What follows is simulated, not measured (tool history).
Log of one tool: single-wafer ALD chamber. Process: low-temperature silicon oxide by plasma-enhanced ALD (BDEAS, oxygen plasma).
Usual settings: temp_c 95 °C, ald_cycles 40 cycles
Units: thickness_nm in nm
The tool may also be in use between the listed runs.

run	hour	temp_c	ald_cycles	read-back reference wafer on the same gauge, thickness_nm	thickness_nm
1	0	89	40	6.623	5.874
2	87.3	95	40	6.621	5.787
3	356.7	101	42	6.623	5.918
4	402.6	101	42	6.619	5.945
5	504.7	101	42	6.625	5.915
6	551.9	95	40	6.616	5.758
7	644.9	95	40	6.621	5.782
8	715.4	95	40	6.619	5.761
9	752	95	40	6.62	5.773
# hour 847.6: thermocouple changed; heater temperature recalibrated
10	848.1	95	40	6.617	5.568
11	928.8	101	42	6.624	5.795
# hour 995.4: gauge calibrated
12	1134.1	95	35	6.623	4.888
# hour 1156.2: thermocouple changed; heater temperature recalibrated, repeated, since the last time left the tool worse
13	1182.7	95	37	6.62	5.265
14	1282.6	105	35	6.618	4.87
15	1345.2	95	40	6.615	5.705
16	1414.3	95	47	6.618	6.772
17	1512.2	89	37	6.624	5.382
18	1580.8	101	40	6.619	5.615
19	1617.3	101	47	6.624	6.651
20	1683.2	81	40	6.623	5.997
21	1770	109	38	6.618	5.25

5 ways to go on from here, each from the tool as it stands after run 21. What would each give?
A	1770.5	95	40	?	?
B	1770.5	81	45	?	?
C	1770.5	91	37	?	?
D	1770.5	82	36	?	?
E	1770.5	102	48	?	?

run	read-back reference wafer on the same gauge, thickness_nm	thickness_nm
A	6.62	5.74
B	6.62	6.767
C	6.62	5.382
D	6.62	5.396
E	6.62	6.723
Without the tool's hidden state the same runs would have given:
run	thickness_nm
A	5.677
B	6.695
C	5.323
D	5.338
E	6.669

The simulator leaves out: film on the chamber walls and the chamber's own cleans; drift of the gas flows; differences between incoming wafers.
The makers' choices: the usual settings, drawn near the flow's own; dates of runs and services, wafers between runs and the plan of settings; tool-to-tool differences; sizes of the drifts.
